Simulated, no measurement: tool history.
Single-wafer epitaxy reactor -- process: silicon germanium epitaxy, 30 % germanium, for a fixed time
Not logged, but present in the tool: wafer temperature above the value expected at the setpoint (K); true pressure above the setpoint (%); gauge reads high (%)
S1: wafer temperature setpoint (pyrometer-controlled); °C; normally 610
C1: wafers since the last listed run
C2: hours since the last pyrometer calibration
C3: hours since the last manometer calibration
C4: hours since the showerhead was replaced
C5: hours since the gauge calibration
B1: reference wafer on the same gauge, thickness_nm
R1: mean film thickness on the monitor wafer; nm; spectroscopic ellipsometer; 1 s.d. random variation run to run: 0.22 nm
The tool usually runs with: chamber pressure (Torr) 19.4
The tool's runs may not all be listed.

run 1 hour=0 | S1=605 chamber_pressure_(Torr)=19.4 | C1=0 C2=305.2 C3=188.1 C4=2215.5 C5=1467.6 | B1=83.109 | R1=73.713
run 2 hour=58.9 | S1=605 chamber_pressure_(Torr)=19.4 | C1=978 C2=364.1 C3=247 C4=2274.4 C5=1526.5 | B1=83.184 | R1=73.524
run 3 hour=140 | S1=610 chamber_pressure_(Torr)=19.4 | C1=1347 C2=445.2 C3=328.1 C4=2355.5 C5=1607.6 | B1=83.239 | R1=79.754
run 4 hour=209.7 | S1=621 chamber_pressure_(Torr)=22.4 | C1=1158 C2=514.9 C3=397.8 C4=2425.2 C5=1677.3 | B1=83.032 | R1=100.608
run 5 hour=282 | S1=622 chamber_pressure_(Torr)=19.4 | C1=1201 C2=587.2 C3=470.1 C4=2497.5 C5=1749.6 | B1=83.091 | R1=97.347
run 6 hour=353.9 | S1=622 chamber_pressure_(Torr)=19.4 | C1=1194 C2=659.1 C3=542 C4=2569.4 C5=1821.5 | B1=83.083 | R1=97.194
run 7 hour=434.9 | S1=610 chamber_pressure_(Torr)=19.4 | C1=1346 C2=740.1 C3=623 C4=2650.4 C5=1902.5 | B1=83.113 | R1=80.202
run 8 hour=535.5 | S1=610 chamber_pressure_(Torr)=15.8 | C1=1671 C2=840.7 C3=723.6 C4=2751 C5=2003.1 | B1=83.131 | R1=74.582
run 9 hour=595.9 | S1=610 chamber_pressure_(Torr)=19.4 | C1=1003 C2=901.1 C3=784 C4=2811.4 C5=2063.5 | B1=83.079 | R1=80.881
run 10 hour=650.7 | S1=610 chamber_pressure_(Torr)=19.4 | C1=910 C2=955.9 C3=838.8 C4=2866.2 C5=2118.3 | B1=83.108 | R1=80.396
run 11 hour=693.2 | S1=610 chamber_pressure_(Torr)=17.7 | C1=706 C2=998.4 C3=881.3 C4=2908.7 C5=2160.8 | B1=83.003 | R1=77.898
run 12 hour=767.2 | S1=610 chamber_pressure_(Torr)=17.7 | C1=1229 C2=1072.4 C3=955.3 C4=2982.7 C5=2234.8 | B1=83.238 | R1=78.105
-- hour=824.5 gauge calibrated
run 13 hour=848.9 | S1=610 chamber_pressure_(Torr)=19.4 | C1=1357 C2=1154.1 C3=1037 C4=3064.4 C5=24.4 | B1=83.074 | R1=80.371
run 14 hour=919.6 | S1=616 chamber_pressure_(Torr)=19.4 | C1=1174 C2=1224.8 C3=1107.7 C4=3135.1 C5=95.1 | B1=83.249 | R1=88.677
-- hour=944.3 showerhead replaced
run 15 hour=1020.1 | S1=616 chamber_pressure_(Torr)=19.4 | C1=1537 C2=1325.3 C3=1208.2 C4=75.8 C5=195.6 | B1=83.091 | R1=88.62
run 16 hour=1066.1 | S1=610 chamber_pressure_(Torr)=20.8 | C1=764 C2=1371.3 C3=1254.2 C4=121.8 C5=241.6 | B1=83.108 | R1=82.597
-- hour=1111.6 pyrometer calibrated
run 17 hour=1156.9 | S1=610 chamber_pressure_(Torr)=17.8 | C1=1376 C2=45.3 C3=1345 C4=212.6 C5=332.4 | B1=83.1 | R1=78.293
run 18 hour=1210 | S1=597 chamber_pressure_(Torr)=19.4 | C1=882 C2=98.4 C3=1398.1 C4=265.7 C5=385.5 | B1=83.123 | R1=65.213
run 19 hour=1302.9 | S1=605 chamber_pressure_(Torr)=17.3 | C1=1543 C2=191.3 C3=1491 C4=358.6 C5=478.4 | B1=83.075 | R1=71.199
run 20 hour=1363.6 | S1=598 chamber_pressure_(Torr)=14.9 | C1=1008 C2=252 C3=1551.7 C4=419.3 C5=539.1 | B1=83.117 | R1=60.542
run 21 hour=1454.3 | S1=610 chamber_pressure_(Torr)=19.4 | C1=1507 C2=342.7 C3=1642.4 C4=510 C5=629.8 | B1=83.056 | R1=80.837
-- hour=1563.7 capacitance manometer re-zeroed and calibrated
run 22 hour=1621.6 | S1=617 chamber_pressure_(Torr)=16.6 | C1=2647 C2=510 C3=57.9 C4=677.3 C5=797.1 | B1=83.163 | R1=83.561
run 23 hour=1663.6 | S1=605 chamber_pressure_(Torr)=19.4 | C1=697 C2=552 C3=99.9 C4=719.3 C5=839.1 | B1=82.932 | R1=73.002
run 24 hour=1703.9 | S1=610 chamber_pressure_(Torr)=19.4 | C1=669 C2=592.3 C3=140.2 C4=759.6 C5=879.4 | B1=83.142 | R1=79.525
run 25 hour=1740.3 | S1=622 chamber_pressure_(Torr)=16.1 | C1=604 C2=628.7 C3=176.6 C4=796 C5=915.8 | B1=83.115 | R1=89.92
run 26 hour=1801.2 | S1=597 chamber_pressure_(Torr)=20.6 | C1=1012 C2=689.6 C3=237.5 C4=856.9 C5=976.7 | B1=83.097 | R1=65.513
run 27 hour=1865.4 | S1=616 chamber_pressure_(Torr)=24 | C1=1066 C2=753.8 C3=301.7 C4=921.1 C5=1040.9 | B1=83.062 | R1=94.805
run 28 hour=1930.8 | S1=616 chamber_pressure_(Torr)=19.4 | C1=1086 C2=819.2 C3=367.1 C4=986.5 C5=1106.3 | B1=82.978 | R1=87.932
run 29 hour=1970.5 | S1=616 chamber_pressure_(Torr)=16.7 | C1=659 C2=858.9 C3=406.8 C4=1026.2 C5=1146 | B1=83.105 | R1=83.301
run 30 hour=2058.5 | S1=605 chamber_pressure_(Torr)=21.7 | C1=1462 C2=946.9 C3=494.8 C4=1114.2 C5=1234 | B1=83.172 | R1=77.048
run 31 hour=2109.6 | S1=605 chamber_pressure_(Torr)=19.4 | C1=849 C2=998 C3=545.9 C4=1165.3 C5=1285.1 | B1=83.215 | R1=73.773
run 32 hour=2212.6 | S1=600 chamber_pressure_(Torr)=20.9 | C1=1711 C2=1101 C3=648.9 C4=1268.3 C5=1388.1 | B1=83.079 | R1=69.798
run 33 hour=2306.4 | S1=610 chamber_pressure_(Torr)=20.9 | C1=1558 C2=1194.8 C3=742.7 C4=1362.1 C5=1481.9 | B1=83.06 | R1=82.408
run 34 hour=2379.3 | S1=610 chamber_pressure_(Torr)=19.4 | C1=1211 C2=1267.7 C3=815.6 C4=1435 C5=1554.8 | B1=83.148 | R1=80.079

For some of the steps in R1 from one run to the next: how much would appear even if the tool had no hidden state, given the settings, what came in and random variation, and how much remains for the hidden state plus any gauge scatter that the measured result and the result without hidden state don't share?
Run 3 -> 4: S1 610 -> 621, chamber pressure (Torr) 19.4 -> 22.4. R1 +20.854 nm: hidden state +0.376, all else +20.478.
Run 20 -> 21: S1 598 -> 610, chamber pressure (Torr) 14.9 -> 19.4. R1 +20.295 nm: hidden state +0.448, all else +19.847.
Run 21 -> 22: S1 610 -> 617, chamber pressure (Torr) 19.4 -> 16.6, capacitance manometer re-zeroed and calibrated. R1 +2.724 nm: hidden state -1.74, all else +4.464.
Run 25 -> 26: S1 622 -> 597, chamber pressure (Torr) 16.1 -> 20.6. R1 -24.407 nm: hidden state +0.014, all else -24.421.
Run 26 -> 27: S1 597 -> 616, chamber pressure (Torr) 20.6 -> 24. R1 +29.292 nm: hidden state +0.342, all else +28.95.
